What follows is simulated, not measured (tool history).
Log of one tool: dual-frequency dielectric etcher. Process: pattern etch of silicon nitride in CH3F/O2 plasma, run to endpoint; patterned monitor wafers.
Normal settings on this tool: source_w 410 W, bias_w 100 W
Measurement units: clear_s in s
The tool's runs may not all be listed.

run   hour  source_w  bias_w  incoming incoming film thickness, nm  clear_s
  1    0.0       440     100                                  89.3     85.2
  2   20.1       440     100                                  89.6     85.0
  3   33.9       440     100                                  90.4     86.2
  4   60.5       410      91                                  90.7     93.9
  5   89.5       410      91                                  89.4     91.8
  6  111.0       410      91                                  89.8     92.3
     130.2  -- bias power generator calibrated
  7  137.1       410     100                                  90.0     87.7
     175.5  -- upper electrode replaced
  8  176.0       410     100                                  89.7     87.0
  9  197.9       410     116                                  90.4     81.0
 10  232.3       450      77                                  89.5     94.9
 11  265.7       450     111                                  89.5     78.5
     302.1  -- wet clean of the chamber
 12  302.6       510      83                                  89.7     90.4
 13  303.0       410      91                                  89.9     94.3
     329.9  -- source power generator calibrated
 14  330.4       410     100                                  89.7     89.6
 15  342.6       410     100                                  90.2     90.3
 16  362.3       510      78                                  90.6     94.2
 17  374.9       410      91                                  89.6     92.7
 18  395.4       350     106                                  89.7     92.0
 19  418.6       490      82                                  90.4     92.0

Hidden state or all else? Some run-to-run changes of clear_s, split into what the settings, what came in and random variation would give without the hidden state, and what is left for the hidden state (with any gauge scatter that isn't in both results):
Unlogged tool condition in this case: etch rate over this chamber's usual, %; source power that arrives over what is set, %; bias power that arrives over what is set, %.
Run 10 -> 11: bias_w 77 -> 111. clear_s -16.4 s: hidden state +0.3, all else -16.7.
Run 11 -> 12: source_w 450 -> 510, bias_w 111 -> 83, wet clean of the chamber. clear_s +11.9 s: hidden state +3.1, all else +8.8.
